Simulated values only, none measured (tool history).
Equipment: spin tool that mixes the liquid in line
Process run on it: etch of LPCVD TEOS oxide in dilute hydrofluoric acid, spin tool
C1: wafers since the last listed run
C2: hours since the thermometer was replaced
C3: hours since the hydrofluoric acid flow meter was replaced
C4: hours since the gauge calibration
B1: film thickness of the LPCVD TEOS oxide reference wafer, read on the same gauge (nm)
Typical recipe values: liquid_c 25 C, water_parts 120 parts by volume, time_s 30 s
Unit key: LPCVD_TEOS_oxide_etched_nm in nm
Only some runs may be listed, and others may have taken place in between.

{"run": 1, "hour": 0.0, "liquid_c": 26.5, "water_parts": 120, "time_s": 30, "C1": 0, "C2": 61.2, "C3": 20.6, "C4": 420.1, "B1": 70.02, "LPCVD_TEOS_oxide_etched_nm": 13.74}
{"run": 2, "hour": 67.2, "liquid_c": 26.5, "water_parts": 120, "time_s": 30, "C1": 941, "C2": 128.4, "C3": 87.8, "C4": 487.3, "B1": 69.95, "LPCVD_TEOS_oxide_etched_nm": 13.77}
{"run": 3, "hour": 120.6, "liquid_c": 26.5, "water_parts": 120, "time_s": 30, "C1": 748, "C2": 181.8, "C3": 141.2, "C4": 540.7, "B1": 69.98, "LPCVD_TEOS_oxide_etched_nm": 14.01}
{"run": 4, "hour": 161.7, "liquid_c": 25, "water_parts": 120, "time_s": 30, "C1": 575, "C2": 222.9, "C3": 182.3, "C4": 581.8, "B1": 70.01, "LPCVD_TEOS_oxide_etched_nm": 13.24}
{"run": 5, "hour": 227.2, "liquid_c": 25, "water_parts": 120, "time_s": 30, "C1": 917, "C2": 288.4, "C3": 247.8, "C4": 647.3, "B1": 70.01, "LPCVD_TEOS_oxide_etched_nm": 13.43}
{"run": 6, "hour": 282.6, "liquid_c": 25, "water_parts": 120, "time_s": 30, "C1": 776, "C2": 343.8, "C3": 303.2, "C4": 702.7, "B1": 70.01, "LPCVD_TEOS_oxide_etched_nm": 13.59}
{"run": 7, "hour": 330.9, "liquid_c": 25, "water_parts": 120, "time_s": 30, "C1": 676, "C2": 392.1, "C3": 351.5, "C4": 751, "B1": 69.99, "LPCVD_TEOS_oxide_etched_nm": 13.44}
{"run": 8, "hour": 409.2, "liquid_c": 25, "water_parts": 120, "time_s": 30, "C1": 1096, "C2": 470.4, "C3": 429.8, "C4": 829.3, "B1": 70.01, "LPCVD_TEOS_oxide_etched_nm": 13.83}
{"hour": 446.1, "done": "thermometer replaced"}
{"run": 9, "hour": 482.4, "liquid_c": 20, "water_parts": 155, "time_s": 15, "C1": 1011, "C2": 36.3, "C3": 503, "C4": 902.5, "B1": 70.01, "LPCVD_TEOS_oxide_etched_nm": 4.24}
{"run": 10, "hour": 570.7, "liquid_c": 25, "water_parts": 120, "time_s": 20, "C1": 1236, "C2": 124.6, "C3": 591.3, "C4": 990.8, "B1": 70.05, "LPCVD_TEOS_oxide_etched_nm": 9.27}
{"hour": 651.1, "done": "gauge calibrated"}
{"run": 11, "hour": 661.4, "liquid_c": 29, "water_parts": 80, "time_s": 35, "C1": 1270, "C2": 215.3, "C3": 682, "C4": 10.3, "B1": 69.98, "LPCVD_TEOS_oxide_etched_nm": 30.89}
{"hour": 707.6, "done": "hydrofluoric acid flow meter replaced"}
{"run": 12, "hour": 751.4, "liquid_c": 25, "water_parts": 120, "time_s": 30, "C1": 1246, "C2": 305.3, "C3": 43.8, "C4": 100.3, "B1": 69.97, "LPCVD_TEOS_oxide_etched_nm": 13.09}
{"run": 13, "hour": 816.4, "liquid_c": 25, "water_parts": 120, "time_s": 30, "C1": 910, "C2": 370.3, "C3": 108.8, "C4": 165.3, "B1": 70.01, "LPCVD_TEOS_oxide_etched_nm": 13.28}
{"run": 14, "hour": 917.8, "liquid_c": 21, "water_parts": 120, "time_s": 30, "C1": 1420, "C2": 471.7, "C3": 210.2, "C4": 266.7, "B1": 69.99, "LPCVD_TEOS_oxide_etched_nm": 11.43}
{"hour": 963.5, "done": "thermometer replaced"}
{"run": 15, "hour": 989.4, "liquid_c": 28, "water_parts": 75, "time_s": 30, "C1": 989, "C2": 25.9, "C3": 281.8, "C4": 338.3, "B1": 70.03, "LPCVD_TEOS_oxide_etched_nm": 25.7}
{"run": 16, "hour": 1079.8, "liquid_c": 25, "water_parts": 120, "time_s": 30, "C1": 1266, "C2": 116.3, "C3": 372.2, "C4": 428.7, "B1": 69.96, "LPCVD_TEOS_oxide_etched_nm": 13.75}
{"run": 17, "hour": 1117.2, "liquid_c": 22.5, "water_parts": 120, "time_s": 30, "C1": 523, "C2": 153.7, "C3": 409.6, "C4": 466.1, "B1": 69.99, "LPCVD_TEOS_oxide_etched_nm": 12.33}

Entry by entry between the runs, the difference in hidden state between the last listed run before and the first listed run after:
Between runs 8 and 9: thermometer replaced (hour 446.1)
  hydrofluoric acid flow above the setpoint (%): 5.86 -> 6.8
  measured less the result without the state, LPCVD_TEOS_oxide_etched_nm: +0.87 -> +0.31 nm
Between runs 10 and 11: gauge calibrated (hour 651.1)
  hydrofluoric acid flow above the setpoint (%): 7.94 -> 9.1
  measured less the result without the state, LPCVD_TEOS_oxide_etched_nm: +0.78 -> +2.84 nm
Between runs 11 and 12: hydrofluoric acid flow meter replaced (hour 707.6)
  hydrofluoric acid flow above the setpoint (%): 9.1 -> 1.22
  measured less the result without the state, LPCVD_TEOS_oxide_etched_nm: +2.84 -> +0.18 nm
Between runs 14 and 15: thermometer replaced (hour 963.5)
  hydrofluoric acid flow above the setpoint (%): 3.36 -> 4.28
  measured less the result without the state, LPCVD_TEOS_oxide_etched_nm: +0.42 -> +1.16 nm

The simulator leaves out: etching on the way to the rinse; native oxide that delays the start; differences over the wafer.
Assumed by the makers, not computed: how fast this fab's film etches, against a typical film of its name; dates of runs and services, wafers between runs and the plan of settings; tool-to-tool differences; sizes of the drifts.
